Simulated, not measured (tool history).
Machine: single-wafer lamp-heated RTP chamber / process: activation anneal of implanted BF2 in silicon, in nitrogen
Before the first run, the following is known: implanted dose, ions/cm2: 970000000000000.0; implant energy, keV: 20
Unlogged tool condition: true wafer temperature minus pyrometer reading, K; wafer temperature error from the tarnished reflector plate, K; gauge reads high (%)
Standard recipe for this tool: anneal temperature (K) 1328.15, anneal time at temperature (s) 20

run    hour  anneal temperature (K)  anneal time at temperature (s)  wafers since the last listed run  wafers since the last pyrometer calibration  wafers since the reflector plate was cleaned  hours since the gauge calibration  read-back reference wafer on the same gauge, sheet resistance  sheet resistance of the implanted and annealed layer (ohm/square)
  1       0                 1328.15                              24                                 0                                         1981                                             4                             1362.9                                                         118.93                                                             140.36
  2    60.4                 1350.15                              13                               557                                         2538                                           561                             1423.3                                                         119.09                                                              138.8
  3   128.3                 1350.15                              13                               626                                         3164                                          1188                             1491.2                                                         119.06                                                             138.14
  4   203.7                 1350.15                              13                               695                                         3860                                          1883                             1566.6                                                         118.99                                                              137.8
  5   300.7                 1328.15                              26                               894                                         4754                                          2778                             1663.6                                                         119.03                                                             136.96
  6   374.2                 1328.15                              26                               677                                         5432                                          3456                             1737.1                                                         118.99                                                             136.84
  7   444.7                 1328.15                              20                               650                                         6082                                          4106                             1807.6                                                         118.85                                                             141.27
  8   480.7                 1328.15                              15                               332                                         6414                                          4438                             1843.6                                                         119.17                                                             142.99
      568.4  -- pyrometer window cleaned and pyrometer calibrated
  9   568.9                 1328.15                              15                               739                                            4                                          5177                             1931.8                                                         118.94                                                             141.84
      679.2  -- gauge calibrated
 10   703.3                 1328.15                              15                              1239                                         1244                                          6417                               24.1                                                         118.91                                                             144.06
      751.6  -- reflector plate cleaned
 11   757.3                 1328.15                              20                               424                                         1668                                            52                               78.1                                                         119.09                                                             141.98
 12   801.8                 1328.15                              20                               410                                         2078                                           463                              122.6                                                         119.14                                                             142.43
 13   879.6                 1328.15                              20                               717                                         2796                                          1180                              200.4                                                         118.97                                                             142.04
 14     942                 1328.15                              20                               575                                         3372                                          1756                              262.8                                                         118.91                                                             141.35
 15  1048.2                 1312.15                               8                               979                                         4351                                          2735                                369                                                         118.89                                                              165.9
 16  1094.4                 1328.15                              31                               426                                         4777                                          3161                              415.2                                                         118.88                                                              134.5
 17  1168.9                 1307.15                               9                               687                                         5464                                          3848                              489.7                                                         118.86                                                             168.17
     1195.7  -- pyrometer window cleaned and pyrometer calibrated
 18  1234.1                 1320.15                              20                               527                                          354                                          4376                              554.9                                                         118.95                                                             144.22
 19  1300.7                 1356.15                              20                               614                                          968                                          4990                              621.5                                                         119.15                                                             128.05
 20  1390.1                 1311.15                              31                               824                                         1792                                          5815                              710.9                                                         118.91                                                             141.59
     1416.2  -- reflector plate cleaned
 21  1492.4                 1328.15                              20                               869                                         2662                                           703                              813.2                                                         119.12                                                             142.36
 22  1599.7                 1328.15                              20                               989                                         3652                                          1692                              920.5                                                          119.2                                                             142.32
 23    1694                 1353.15                              20                               869                                         4521                                          2562                             1014.8                                                          119.1                                                             128.63
 24  1738.9                 1328.15                              12                               414                                         4936                                          2976                             1059.7                                                         118.91                                                             149.27
 25  1822.8                 1328.15                              29                               773                                         5709                                          3750                             1143.6                                                         119.12                                                             134.74
     1903.4  -- pyrometer window cleaned and pyrometer calibrated
 26    1912                 1301.15                              29                               748                                           79                                          4499                             1232.8                                                         119.18                                                             147.94
 27  1964.4                 1303.15                              16                               483                                          562                                          4982                             1285.2                                                         118.96                                                             158.73
 28  2019.1                 1302.15                              12                               504                                         1067                                          5486                             1339.9                                                         118.96                                                             164.41
 29  2075.9                 1355.15                              20                               523                                         1591                                          6010                             1396.7                                                         118.84                                                             126.09
       2135  -- reflector plate cleaned
 30  2351.6                 1328.15                              16                              2468                                         4060                                          1997                             1672.4                                                          119.2                                                             145.25
 31  2446.3                 1344.15                              12                               873                                         4933                                          2871                             1767.1                                                         118.98                                                             139.38
 32  2535.4                 1338.15                              10                               821                                         5755                                          3692                             1856.2                                                         118.99                                                             147.39
 33  2592.5                 1328.15                              28                               526                                         6281                                          4219                             1913.3                                                         119.05                                                             135.81
     2650.9  -- pyrometer window cleaned and pyrometer calibrated
 34  2651.4                 1328.15                              23                               469                                            4                                          4688                             1972.2                                                         118.95                                                             135.58
 35    2752                 1328.15                              20                               927                                          932                                          5616                             2072.8                                                         118.82                                                             138.93
     2760.5  -- reflector plate cleaned
 36  2838.9                 1328.15                              20                               727                                         1660                                           722                             2159.7                                                            119                                                             143.29
 37  2906.1                 1340.15                              20                               619                                         2279                                          1342                             2226.9                                                          118.9                                                             135.96

Each row is a separate what-if for the run after 37, all from the same tool condition, not one after another. Results?
  A  2906.5                 1354.15                              20                                 3                                         2283                                          1346                             2227.3                                                              ?                                                                  ?
  B  2906.5                 1338.15                              26                                 3                                         2283                                          1346                             2227.3                                                              ?                                                                  ?
  C  2906.5                 1346.15                              20                                 3                                         2283                                          1346                             2227.3                                                              ?                                                                  ?

run  read-back reference wafer on the same gauge, sheet resistance  sheet resistance of the implanted and annealed layer (ohm/square)
  A                                                          119.1                                                             130.79
  B                                                          119.1                                                             134.29
  C                                                          119.1                                                             134.09
With no hidden state in the tool, these same runs would have given:
run  sheet resistance of the implanted and annealed layer (ohm/square)
  A                                                             131.49
  B                                                             135.28
  C                                                             134.94
